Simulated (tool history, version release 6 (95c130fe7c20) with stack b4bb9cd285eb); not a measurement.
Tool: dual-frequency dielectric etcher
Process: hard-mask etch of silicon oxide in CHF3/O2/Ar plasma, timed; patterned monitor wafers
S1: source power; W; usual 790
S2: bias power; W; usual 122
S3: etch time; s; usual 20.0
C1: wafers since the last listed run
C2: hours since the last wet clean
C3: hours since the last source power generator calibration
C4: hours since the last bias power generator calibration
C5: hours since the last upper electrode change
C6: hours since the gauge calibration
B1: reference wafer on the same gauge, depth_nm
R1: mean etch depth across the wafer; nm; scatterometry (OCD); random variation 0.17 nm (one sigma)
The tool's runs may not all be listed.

run 1 hour=0.0 | S1=790 S2=122 S3=20.0 | C1=0 C2=330.8 C3=1880.3 C4=1776.4 C5=4613.9 C6=917.5 | B1=40.80 | R1=35.81
run 2 hour=87.8 | S1=790 S2=122 S3=23.0 | C1=1626 C2=418.6 C3=1968.1 C4=1864.2 C5=4701.7 C6=1005.3 | B1=40.87 | R1=41.06
run 3 hour=132.3 | S1=790 S2=122 S3=23.0 | C1=824 C2=463.1 C3=2012.6 C4=1908.7 C5=4746.2 C6=1049.8 | B1=40.85 | R1=40.70
run 4 hour=182.3 | S1=790 S2=122 S3=23.0 | C1=926 C2=513.1 C3=2062.6 C4=1958.7 C5=4796.2 C6=1099.8 | B1=40.70 | R1=41.05
run 5 hour=211.6 | S1=790 S2=143 S3=20.0 | C1=542 C2=542.4 C3=2091.9 C4=1988.0 C5=4825.5 C6=1129.1 | B1=40.72 | R1=37.79
-- hour=237.5 wet clean of the chamber
run 6 hour=340.5 | S1=790 S2=143 S3=20.0 | C1=1943 C2=103.0 C3=2220.8 C4=2116.9 C5=4954.4 C6=1258.0 | B1=40.77 | R1=39.56
run 7 hour=395.5 | S1=790 S2=143 S3=20.0 | C1=1019 C2=158.0 C3=2275.8 C4=2171.9 C5=5009.4 C6=1313.0 | B1=40.79 | R1=39.31
run 8 hour=462.6 | S1=790 S2=107 S3=20.0 | C1=1243 C2=225.1 C3=2342.9 C4=2239.0 C5=5076.5 C6=1380.1 | B1=40.81 | R1=34.91
run 9 hour=493.4 | S1=790 S2=122 S3=20.0 | C1=570 C2=255.9 C3=2373.7 C4=2269.8 C5=5107.3 C6=1410.9 | B1=40.72 | R1=36.58
run 10 hour=556.7 | S1=790 S2=122 S3=20.0 | C1=1172 C2=319.2 C3=2437.0 C4=2333.1 C5=5170.6 C6=1474.2 | B1=40.86 | R1=36.62
-- hour=618.1 gauge calibrated
-- hour=631.7 upper electrode replaced, of another model than before
run 11 hour=632.2 | S1=790 S2=122 S3=20.0 | C1=954 C2=394.7 C3=2512.5 C4=2408.6 C5=0.5 C6=14.1 | B1=40.83 | R1=36.35
run 12 hour=644.2 | S1=790 S2=122 S3=20.0 | C1=222 C2=406.7 C3=2524.5 C4=2420.6 C5=12.5 C6=26.1 | B1=40.83 | R1=35.84
-- hour=670.4 source power generator calibrated
run 13 hour=684.6 | S1=790 S2=122 S3=17.0 | C1=674 C2=447.1 C3=14.2 C4=2461.0 C5=52.9 C6=66.5 | B1=40.81 | R1=30.79
run 14 hour=747.1 | S1=790 S2=122 S3=20.0 | C1=1158 C2=509.6 C3=76.7 C4=2523.5 C5=115.4 C6=129.0 | B1=40.73 | R1=35.94
-- hour=786.5 bias power generator calibrated
run 15 hour=787.0 | S1=740 S2=122 S3=20.0 | C1=665 C2=549.5 C3=116.6 C4=0.5 C5=155.3 C6=168.9 | B1=40.76 | R1=33.45
-- hour=833.5 wet clean of the chamber
run 16 hour=834.0 | S1=940 S2=110 S3=17.5 | C1=426 C2=0.5 C3=163.6 C4=47.5 C5=202.3 C6=215.9 | B1=40.75 | R1=37.25
run 17 hour=894.1 | S1=940 S2=104 S3=16.0 | C1=1113 C2=60.6 C3=223.7 C4=107.6 C5=262.4 C6=276.0 | B1=40.83 | R1=33.44
run 18 hour=929.9 | S1=790 S2=122 S3=20.0 | C1=663 C2=96.4 C3=259.5 C4=143.4 C5=298.2 C6=311.8 | B1=40.73 | R1=37.14
run 19 hour=985.2 | S1=870 S2=133 S3=20.0 | C1=1024 C2=151.7 C3=314.8 C4=198.7 C5=353.5 C6=367.1 | B1=40.74 | R1=41.20
run 20 hour=1025.5 | S1=710 S2=122 S3=18.5 | C1=746 C2=192.0 C3=355.1 C4=239.0 C5=393.8 C6=407.4 | B1=40.81 | R1=30.54
run 21 hour=1080.9 | S1=790 S2=122 S3=20.0 | C1=1026 C2=247.4 C3=410.5 C4=294.4 C5=449.2 C6=462.8 | B1=40.72 | R1=36.48
run 22 hour=1106.6 | S1=720 S2=114 S3=25.0 | C1=476 C2=273.1 C3=436.2 C4=320.1 C5=474.9 C6=488.5 | B1=40.89 | R1=41.16
run 23 hour=1150.8 | S1=730 S2=135 S3=23.0 | C1=818 C2=317.3 C3=480.4 C4=364.3 C5=519.1 C6=532.7 | B1=40.79 | R1=39.44
run 24 hour=1193.6 | S1=670 S2=122 S3=16.5 | C1=793 C2=360.1 C3=523.2 C4=407.1 C5=561.9 C6=575.5 | B1=40.79 | R1=24.96
run 25 hour=1252.8 | S1=790 S2=143 S3=20.0 | C1=1096 C2=419.3 C3=582.4 C4=466.3 C5=621.1 C6=634.7 | B1=40.76 | R1=37.12

Some steps in R1 between neighbouring runs. How much of each would the tool show without its hidden state too (settings, what came in, random variation), and how much is left for the hidden state, with any gauge scatter that isn't in both results?
The hidden state here: etch rate over this chamber's usual, %; source power that arrives over what is set, %; bias power that arrives over what is set, %; gauge reads high (%).
Run 5 -> 6: wet clean of the chamber. R1 +1.77 nm: hidden state +2.14, all else -0.37.
Run 15 -> 16: S1 740 -> 940, S2 122 -> 110, S3 20.0 -> 17.5, wet clean of the chamber. R1 +3.80 nm: hidden state +1.77, all else +2.03.
Run 23 -> 24: S1 730 -> 670, S2 135 -> 122, S3 23.0 -> 16.5. R1 -14.48 nm: hidden state +0.36, all else -14.84.
Run 24 -> 25: S1 670 -> 790, S2 122 -> 143, S3 16.5 -> 20.0. R1 +12.16 nm: hidden state -0.68, all else +12.84.
